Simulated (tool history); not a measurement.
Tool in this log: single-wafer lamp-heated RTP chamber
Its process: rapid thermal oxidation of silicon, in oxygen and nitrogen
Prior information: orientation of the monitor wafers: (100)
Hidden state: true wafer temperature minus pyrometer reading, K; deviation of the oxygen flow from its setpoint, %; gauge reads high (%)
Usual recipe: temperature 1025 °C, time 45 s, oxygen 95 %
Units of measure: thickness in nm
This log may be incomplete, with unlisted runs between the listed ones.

run   hour  temperature  time  oxygen  wafers since the last listed run  wafers since the last pyrometer calibration  hours since the oxygen flow controller was replaced  hours since the gauge calibration  read-back reference wafer on the same gauge, thickness  thickness
  1      0         1025    45      95                                 0                                         5485                                               4274.1                               30.2                                                   6.559      6.627
  2   13.6         1025    45      95                               149                                         5635                                               4287.7                               43.8                                                   6.561      6.641
  3     25         1025    31      95                               125                                         5760                                               4299.1                               55.2                                                   6.558       5.66
  4   41.2         1025    31      95                               178                                         5938                                               4315.3                               71.4                                                   6.559      5.682
  5   49.2         1025    45      95                                87                                         6026                                               4323.3                               79.4                                                   6.561      6.673
  6   55.4         1025    45      95                                68                                         6094                                               4329.5                               85.6                                                    6.56       6.66
  7   66.2         1025    45      95                               118                                         6213                                               4340.3                               96.4                                                   6.561      6.668
  8   81.1         1040    45      98                               163                                         6377                                               4355.2                              111.3                                                    6.56      7.506
  9   96.9         1025    45      98                               173                                         6550                                                 4371                              127.1                                                   6.559      6.749
 10  114.2         1025    45      98                               190                                         6741                                               4388.3                              144.4                                                   6.559      6.755
 11  129.6         1025    51      95                               169                                         6910                                               4403.7                              159.8                                                    6.56      7.084
 12  141.6         1025    51      95                               131                                         7042                                               4415.7                              171.8                                                   6.558      7.083
 13  151.1         1016    45      95                               104                                         7146                                               4425.2                              181.3                                                   6.562      6.281
 14  165.8         1025    45      95                               161                                         7308                                               4439.9                                196                                                    6.56      6.718
     176.1  -- pyrometer window cleaned and pyrometer calibrated
 15  177.6         1017    27      98                                41                                           16                                               4451.7                              207.8                                                   6.561      5.063
 16    186         1025    45      95                                92                                          108                                               4460.1                              216.2                                                   6.561      6.577
       197  -- gauge calibrated
     210.2  -- oxygen flow controller replaced
 17  210.7         1025    59      95                               183                                          292                                                  0.5                               13.7                                                   6.558      7.398
 18  220.6         1005    45      69                               108                                          400                                                 10.4                               23.6                                                   6.559      5.128
 19  232.9         1038    57      95                               135                                          536                                                 22.7                               35.9                                                   6.561      8.022
 20  244.5         1007    33      95                               127                                          663                                                 34.3                               47.5                                                   6.562      5.066
 21    255         1011    45      98                               115                                          779                                                 44.8                                 58                                                   6.559      6.008
 22  270.2         1025    45      95                               167                                          946                                                   60                               73.2                                                    6.56      6.585
 23  283.9         1047    59      73                               150                                         1096                                                 73.7                               86.9                                                   6.559      7.881
 24  296.7         1047    65      98                               140                                         1237                                                 86.5                               99.7                                                    6.56      9.171
 25  306.9         1025    45      78                               112                                         1349                                                 96.7                              109.9                                                    6.56      6.158
 26  317.3         1025    45      95                               114                                         1463                                                107.1                              120.3                                                   6.561      6.594
 27  324.3         1025    67      95                                76                                         1540                                                114.1                              127.3                                                   6.561      7.877

Each row is a separate what-if for the run after 27, all from the same tool condition, not one after another. Results?
  A  324.8         1047    45      95                                 5                                         1546                                                114.6                              127.8                                                       ?          ?
  B  324.8         1042    63      77                                 5                                         1546                                                114.6                              127.8                                                       ?          ?
  C  324.8         1025    38      98                                 5                                         1546                                                114.6                              127.8                                                       ?          ?
  D  324.8         1025    61      95                                 5                                         1546                                                114.6                              127.8                                                       ?          ?

run  read-back reference wafer on the same gauge, thickness  thickness
  A                                                   6.561      7.689
  B                                                   6.561          8
  C                                                   6.561      6.199
  D                                                   6.561      7.542
The same runs, with their run-to-run variation unchanged, on a tool lacking any hidden condition would have given:
run  thickness
  A      7.634
  B      7.942
  C      6.153
  D      7.486

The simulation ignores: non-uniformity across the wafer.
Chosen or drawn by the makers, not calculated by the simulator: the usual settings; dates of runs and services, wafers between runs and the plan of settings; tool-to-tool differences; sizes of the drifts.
